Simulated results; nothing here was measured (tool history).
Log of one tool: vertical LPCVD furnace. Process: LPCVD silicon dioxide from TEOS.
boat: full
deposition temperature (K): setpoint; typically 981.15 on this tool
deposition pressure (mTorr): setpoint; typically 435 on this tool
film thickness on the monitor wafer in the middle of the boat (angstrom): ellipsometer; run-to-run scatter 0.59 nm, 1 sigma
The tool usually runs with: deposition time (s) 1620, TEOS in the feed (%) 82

run     day  deposition temperature (K)  deposition pressure (mTorr)  deposition time (s)  TEOS in the feed (%)  wafers since the last listed run  hours since the last temperature calibration  hours since the pressure gauge was zeroed  hours since the TEOS flow controller was replaced  hours since the gauge calibration  read-back reference wafer on the same gauge, thickness  film thickness on the monitor wafer in the middle of the boat (angstrom)
  1       0                      981.15                          435                 1620                    82                                 0                                        1066.7                                     3381.4                                             1864.3                                610                                                     303                                                                    2974.6
  2   1.642                      981.15                          435                 1620                    82                               307                                        1106.1                                     3420.8                                             1903.7                              649.4                                                  302.85                                                                    2980.8
  3   2.825                      981.15                          435                 1620                    82                               221                                        1134.5                                     3449.2                                             1932.1                              677.8                                                  302.85                                                                      2982
  4   4.683                      981.15                          435                 1230                    82                               348                                        1179.1                                     3493.8                                             1976.7                              722.4                                                  302.98                                                                    2264.4
  5   7.446                      981.15                          435                 1230                    82                               518                                        1245.4                                     3560.1                                               2043                              788.7                                                     303                                                                    2274.8
  6   8.467                      981.15                          435                 1620                    82                               191                                        1269.9                                     3584.6                                             2067.5                              813.2                                                  302.91                                                                    2988.2
  7  10.846                      981.15                          435                 1620                    82                               446                                          1327                                     3641.7                                             2124.6                              870.3                                                   303.1                                                                    2992.7
  8  13.242                      981.15                          435                 1620                    82                               449                                        1384.5                                     3699.2                                             2182.1                              927.8                                                   302.7                                                                    3008.2
  9  14.383                      977.15                          435                 1230                    82                               214                                        1411.9                                     3726.6                                             2209.5                              955.2                                                  302.84                                                                    2071.7
 10  16.146                      977.15                          435                 1230                    82                               330                                        1454.2                                     3768.9                                             2251.8                              997.5                                                  302.96                                                                    2072.7
 11  18.679                      977.15                          435                 1230                    82                               475                                          1515                                     3829.7                                             2312.6                             1058.3                                                   302.9                                                                    2076.3
 12  20.642                      981.15                          495                 1620                    82                               368                                        1562.1                                     3876.8                                             2359.7                             1105.4                                                  303.05                                                                    3213.3
     20.767  -- gauge calibrated
 13  23.067                      981.15                          495                 1620                    82                               454                                        1620.3                                       3935                                             2417.9                               55.2                                                  303.01                                                                    3204.7
 14  25.746                      970.15                          335                 1620                    82                               502                                        1684.6                                     3999.3                                             2482.2                              119.5                                                  303.02                                                                    2057.7
 15  28.483                      981.15                          435                 1620                    82                               513                                        1750.3                                       4065                                             2547.9                              185.2                                                  303.24                                                                    3012.1
     30.488  -- thermocouples replaced and temperature profile calibrated
 16  30.508                      981.15                          375                 1620                    74                               192                                           0.5                                     4113.6                                             2596.5                              233.8                                                  303.05                                                                    2573.9
     32.021  -- pressure gauge zeroed
 17  32.042                      988.15                          500                 1170                    71                               100                                          37.3                                        0.5                                             2633.3                              270.6                                                  302.84                                                                    2464.8
     34.279  -- TEOS flow controller replaced
 18    34.3                      985.15                          435                 1620                    88                               235                                          91.5                                       54.7                                                0.5                              324.8                                                  303.06                                                                    3307.4
 19  35.854                      975.15                          370                 1890                    67                               291                                         128.8                                         92                                               37.8                              362.1                                                  303.13                                                                    2482.1
 20  38.538                      993.15                          435                 1110                    91                               503                                         193.2                                      156.4                                              102.2                              426.5                                                  302.99                                                                    2765.7
 21  39.775                      973.15                          510                 1170                    74                               232                                         222.9                                      186.1                                              131.9                              456.2                                                  303.16                                                                    1811.3
 22  42.583                      969.15                          435                 1620                    82                               526                                         290.3                                      253.5                                              199.3                              523.6                                                  303.15                                                                    2214.7
 23  44.854                      981.15                          435                 1620                    82                               425                                         344.8                                        308                                              253.8                              578.1                                                  303.02                                                                    2928.6
 24  47.396                      984.15                          465                 1620                    72                               476                                         405.8                                        369                                              314.8                              639.1                                                  303.02                                                                    3043.9
 25  48.529                      992.15                          545                 1920                    66                               212                                           433                                      396.2                                                342                              666.3                                                  302.86                                                                    4483.1
 26  49.738                      981.15                          435                 1620                    82                               226                                           462                                      425.2                                                371                              695.3                                                  302.94                                                                    2932.8
 27  51.562                      981.15                          435                 1620                    82                               342                                         505.8                                        469                                              414.8                              739.1                                                  303.09                                                                    2938.8

3 ways to go on from here, each from the tool as it stands after run 27. What would each give?
  A  51.779                      981.15                          435                 1620                    82                                40                                           511                                      474.2                                                420                              744.3                                                       ?                                                                         ?
  B  51.779                      993.15                          435                 2040                    82                                40                                           511                                      474.2                                                420                              744.3                                                       ?                                                                         ?
  C  51.779                      981.15                          395                 1620                    82                                40                                           511                                      474.2                                                420                              744.3                                                       ?                                                                         ?

run  read-back reference wafer on the same gauge, thickness  film thickness on the monitor wafer in the middle of the boat (angstrom)
  A                                                  303.05                                                                    2950.8
  B                                                  303.05                                                                      4872
  C                                                  303.05                                                                    2811.9
With the hidden condition removed and each run's random variation left untouched, the same runs would have given:
run  film thickness on the monitor wafer in the middle of the boat (angstrom)
  A                                                                    2920.4
  B                                                                    4823.1
  C                                                                    2782.9
